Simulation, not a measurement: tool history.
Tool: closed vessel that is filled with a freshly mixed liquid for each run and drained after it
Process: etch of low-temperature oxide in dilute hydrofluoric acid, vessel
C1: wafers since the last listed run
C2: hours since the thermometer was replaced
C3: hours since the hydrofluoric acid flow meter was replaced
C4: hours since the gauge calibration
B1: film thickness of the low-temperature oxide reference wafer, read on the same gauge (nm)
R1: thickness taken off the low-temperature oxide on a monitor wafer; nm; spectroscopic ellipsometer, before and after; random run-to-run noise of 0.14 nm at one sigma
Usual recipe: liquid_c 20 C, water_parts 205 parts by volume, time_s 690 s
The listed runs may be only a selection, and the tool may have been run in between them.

Run 1, hour 0: usual settings; C1 0; C2 80.6; C3 488.2; C4 183.2; B1 110.03. Result: R1 28.21 nm.
Run 2, hour 59.5: usual settings but liquid_c 17.5 C; C1 5192; C2 140.1; C3 547.7; C4 242.7; B1 110.01. Result: R1 25.8 nm.
Run 3, hour 134.5: usual settings but liquid_c 17.5 C; C1 6545; C2 215.1; C3 622.7; C4 317.7; B1 110.03. Result: R1 25.82 nm.
Run 4, hour 224.3: usual settings but water_parts 130 parts by volume; C1 7836; C2 304.9; C3 712.5; C4 407.5; B1 109.97. Result: R1 48.61 nm.
Run 5, hour 316.9: usual settings but water_parts 130 parts by volume; C1 8081; C2 397.5; C3 805.1; C4 500.1; B1 109.99. Result: R1 48.55 nm.
Run 6, hour 373.5: usual settings but water_parts 130 parts by volume; C1 4939; C2 454.1; C3 861.7; C4 556.7; B1 109.99. Result: R1 49.17 nm.
Run 7, hour 428.9: usual settings; C1 4834; C2 509.5; C3 917.1; C4 612.1; B1 109.98. Result: R1 29.11 nm.
Run 8, hour 493.9: usual settings but water_parts 240 parts by volume; C1 5672; C2 574.5; C3 982.1; C4 677.1; B1 110.05. Result: R1 23.91 nm.

What will run 9 give?
At hour 552.3: thermometer replaced.
Run 9, hour 560.1: usual settings but water_parts 105 parts by volume, time_s 460 s; C1 5690; C2 7.8; C3 1048.3; C4 743.3; B1 ?. Result: R1 ?.

B1: 110.04
R1: 41.75 nm
Had the tool carried no hidden state, the very same run would have given R1 39.26 nm.
